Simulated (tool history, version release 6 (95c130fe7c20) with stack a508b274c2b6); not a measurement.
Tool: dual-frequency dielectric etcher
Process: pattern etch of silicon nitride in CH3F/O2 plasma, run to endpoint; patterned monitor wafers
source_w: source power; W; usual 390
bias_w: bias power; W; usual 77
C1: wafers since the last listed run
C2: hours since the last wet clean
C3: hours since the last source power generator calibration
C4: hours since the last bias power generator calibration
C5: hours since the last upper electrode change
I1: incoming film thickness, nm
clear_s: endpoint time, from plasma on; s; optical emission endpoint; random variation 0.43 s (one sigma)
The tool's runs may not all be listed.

Run 1, hour 0.0: usual settings; C1 0; C2 277.3; C3 3995.6; C4 3352.6; C5 4874.9; I1 69.3. Result: clear_s 70.8 s.
Run 2, hour 9.0: usual settings; C1 44; C2 286.3; C3 4004.6; C4 3361.6; C5 4883.9; I1 68.6. Result: clear_s 69.7 s.
Run 3, hour 16.7: usual settings; C1 37; C2 294.0; C3 4012.3; C4 3369.3; C5 4891.6; I1 68.2. Result: clear_s 69.6 s.
Run 4, hour 31.0: usual settings; C1 70; C2 308.3; C3 4026.6; C4 3383.6; C5 4905.9; I1 69.1. Result: clear_s 69.9 s.
Run 5, hour 44.6: usual settings but bias_w 66 W; C1 66; C2 321.9; C3 4040.2; C4 3397.2; C5 4919.5; I1 68.7. Result: clear_s 73.7 s.
Run 6, hour 61.8: usual settings but bias_w 66 W; C1 84; C2 339.1; C3 4057.4; C4 3414.4; C5 4936.7; I1 68.5. Result: clear_s 73.5 s.
At hour 93.5: wet clean of the chamber.
Run 7, hour 94.0: usual settings but source_w 370 W; C1 40; C2 0.5; C3 4089.6; C4 3446.6; C5 4968.9; I1 68.4. Result: clear_s 75.1 s.
Run 8, hour 94.4: usual settings; C1 1; C2 0.9; C3 4090.0; C4 3447.0; C5 4969.3; I1 68.8. Result: clear_s 72.8 s.
Run 9, hour 97.2: usual settings but bias_w 69 W; C1 13; C2 3.7; C3 4092.8; C4 3449.8; C5 4972.1; I1 68.3. Result: clear_s 75.6 s.
Run 10, hour 106.9: usual settings but bias_w 69 W; C1 47; C2 13.4; C3 4102.5; C4 3459.5; C5 4981.8; I1 68.6. Result: clear_s 75.8 s.
At hour 123.9: bias power generator calibrated.
At hour 125.1: source power generator calibrated.
Run 11, hour 125.6: usual settings but bias_w 69 W; C1 65; C2 32.1; C3 0.5; C4 1.7; C5 5000.5; I1 68.8. Result: clear_s 74.8 s.
Run 12, hour 143.6: usual settings; C1 88; C2 50.1; C3 18.5; C4 19.7; C5 5018.5; I1 69.2. Result: clear_s 73.1 s.
Run 13, hour 157.0: usual settings; C1 65; C2 63.5; C3 31.9; C4 33.1; C5 5031.9; I1 68.9. Result: clear_s 72.6 s.
At hour 182.8: upper electrode replaced.
Run 14, hour 183.3: usual settings but source_w 300 W, bias_w 58 W; C1 11; C2 89.8; C3 58.2; C4 59.4; C5 0.5; I1 68.8. Result: clear_s 96.8 s.
Run 15, hour 183.7: usual settings but source_w 470 W, bias_w 60 W; C1 1; C2 90.2; C3 58.6; C4 59.8; C5 0.9; I1 68.9. Result: clear_s 70.7 s.
Run 16, hour 185.3: usual settings but source_w 430 W, bias_w 88 W; C1 7; C2 91.8; C3 60.2; C4 61.4; C5 2.5; I1 69.4. Result: clear_s 65.5 s.
Run 17, hour 195.8: usual settings but source_w 310 W, bias_w 61 W; C1 51; C2 102.3; C3 70.7; C4 71.9; C5 13.0; I1 68.6. Result: clear_s 91.9 s.
Run 18, hour 207.5: usual settings; C1 57; C2 114.0; C3 82.4; C4 83.6; C5 24.7; I1 69.2. Result: clear_s 71.4 s.
Run 19, hour 214.3: usual settings but source_w 480 W; C1 33; C2 120.8; C3 89.2; C4 90.4; C5 31.5; I1 68.3. Result: clear_s 63.0 s.
Run 20, hour 225.7: usual settings but source_w 470 W, bias_w 90 W; C1 56; C2 132.2; C3 100.6; C4 101.8; C5 42.9; I1 68.8. Result: clear_s 60.6 s.
Run 21, hour 248.8: usual settings but bias_w 88 W; C1 113; C2 155.3; C3 123.7; C4 124.9; C5 66.0; I1 68.8. Result: clear_s 68.7 s.
Run 22, hour 263.6: usual settings but source_w 310 W, bias_w 86 W; C1 72; C2 170.1; C3 138.5; C4 139.7; C5 80.8; I1 68.4. Result: clear_s 79.2 s.
Run 23, hour 272.9: usual settings but source_w 300 W, bias_w 63 W; C1 45; C2 179.4; C3 147.8; C4 149.0; C5 90.1; I1 69.0. Result: clear_s 91.7 s.
Run 24, hour 279.6: usual settings but source_w 450 W, bias_w 86 W; C1 32; C2 186.1; C3 154.5; C4 155.7; C5 96.8; I1 69.2. Result: clear_s 63.4 s.
Run 25, hour 290.0: usual settings; C1 51; C2 196.5; C3 164.9; C4 166.1; C5 107.2; I1 68.9. Result: clear_s 71.9 s.
Run 26, hour 301.8: usual settings; C1 58; C2 208.3; C3 176.7; C4 177.9; C5 119.0; I1 68.6. Result: clear_s 70.9 s.
Run 27, hour 311.4: usual settings but bias_w 71 W; C1 47; C2 217.9; C3 186.3; C4 187.5; C5 128.6; I1 68.7. Result: clear_s 73.5 s.

Measured less the same run without the tool's hidden state. The same run-to-run variation is in both; the gauge's scatter may not be:
The hidden state here: etch rate over this chamber's usual, %; source power that arrives over what is set, %; bias power that arrives over what is set, %.
run  clear_s
  1     -2.3
  2     -2.4
  3     -2.4
  4     -2.6
  5     -2.8
  6     -3.0
  7     +0.2
  8     +0.2
  9     +0.2
 10     +0.1
 11     -0.1
 12     -0.2
 13     -0.3
 14     -0.8
 15     -0.6
 16     -0.5
 17     -0.9
 18     -0.8
 19     -0.8
 20     -0.8
 21     -1.1
 22     -1.4
 23     -1.8
 24     -1.3
 25     -1.5
 26     -1.6
 27     -1.8
